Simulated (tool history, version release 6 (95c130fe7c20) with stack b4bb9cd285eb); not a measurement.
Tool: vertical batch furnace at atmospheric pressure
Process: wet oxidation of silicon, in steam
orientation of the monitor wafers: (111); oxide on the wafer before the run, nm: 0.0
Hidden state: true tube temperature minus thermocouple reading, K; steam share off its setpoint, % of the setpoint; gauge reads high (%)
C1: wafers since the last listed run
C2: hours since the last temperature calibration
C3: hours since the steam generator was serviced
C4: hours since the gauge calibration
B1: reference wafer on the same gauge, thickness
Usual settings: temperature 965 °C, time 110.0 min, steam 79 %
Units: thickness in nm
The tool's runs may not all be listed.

run 1 hour=0.0 | temperature=974 time=110.0 steam=79 | C1=0 C2=951.5 C3=2274.0 C4=286.1 | B1=571.99 | thickness=564.18
run 2 hour=24.0 | temperature=974 time=110.0 steam=79 | C1=274 C2=975.5 C3=2298.0 C4=310.1 | B1=570.60 | thickness=564.42
run 3 hour=70.8 | temperature=974 time=110.0 steam=79 | C1=535 C2=1022.3 C3=2344.8 C4=356.9 | B1=571.13 | thickness=561.97
run 4 hour=104.5 | temperature=965 time=110.0 steam=79 | C1=385 C2=1056.0 C3=2378.5 C4=390.6 | B1=569.38 | thickness=530.43
run 5 hour=142.5 | temperature=965 time=110.0 steam=79 | C1=434 C2=1094.0 C3=2416.5 C4=428.6 | B1=567.60 | thickness=533.51
run 6 hour=192.7 | temperature=965 time=110.0 steam=79 | C1=574 C2=1144.2 C3=2466.7 C4=478.8 | B1=565.91 | thickness=528.30
run 7 hour=253.0 | temperature=965 time=110.0 steam=79 | C1=690 C2=1204.5 C3=2527.0 C4=539.1 | B1=563.90 | thickness=525.83
-- hour=308.7 gauge calibrated
run 8 hour=317.6 | temperature=946 time=110.0 steam=85 | C1=739 C2=1269.1 C3=2591.6 C4=8.9 | B1=574.35 | thickness=498.04
run 9 hour=376.3 | temperature=946 time=110.0 steam=85 | C1=671 C2=1327.8 C3=2650.3 C4=67.6 | B1=574.40 | thickness=496.05
run 10 hour=411.9 | temperature=965 time=110.0 steam=79 | C1=407 C2=1363.4 C3=2685.9 C4=103.2 | B1=573.64 | thickness=535.48
run 11 hour=461.6 | temperature=965 time=110.0 steam=79 | C1=568 C2=1413.1 C3=2735.6 C4=152.9 | B1=573.22 | thickness=539.27
run 12 hour=492.0 | temperature=965 time=110.0 steam=79 | C1=347 C2=1443.5 C3=2766.0 C4=183.3 | B1=573.07 | thickness=535.45
-- hour=542.0 steam generator serviced
run 13 hour=542.5 | temperature=965 time=110.0 steam=91 | C1=303 C2=1494.0 C3=0.5 C4=233.8 | B1=572.09 | thickness=582.15
run 14 hour=561.7 | temperature=965 time=110.0 steam=79 | C1=219 C2=1513.2 C3=19.7 C4=253.0 | B1=571.26 | thickness=532.60
run 15 hour=597.7 | temperature=965 time=62.5 steam=79 | C1=412 C2=1549.2 C3=55.7 C4=289.0 | B1=570.62 | thickness=367.26
-- hour=629.1 thermocouples replaced and temperature profile calibrated
run 16 hour=703.6 | temperature=943 time=145.5 steam=90 | C1=937 C2=74.5 C3=161.6 C4=394.9 | B1=568.15 | thickness=598.43

The next listed run, before its measurement:
run 17 hour=742.9 | temperature=976 time=159.5 steam=79 | C1=449 C2=113.8 C3=200.9 C4=434.2 | B1=? | thickness=?

{"run 17": {"B1": 565.94, "thickness": 712.97}}
Without the tool's hidden state the same run would have given thickness 722.31 nm.

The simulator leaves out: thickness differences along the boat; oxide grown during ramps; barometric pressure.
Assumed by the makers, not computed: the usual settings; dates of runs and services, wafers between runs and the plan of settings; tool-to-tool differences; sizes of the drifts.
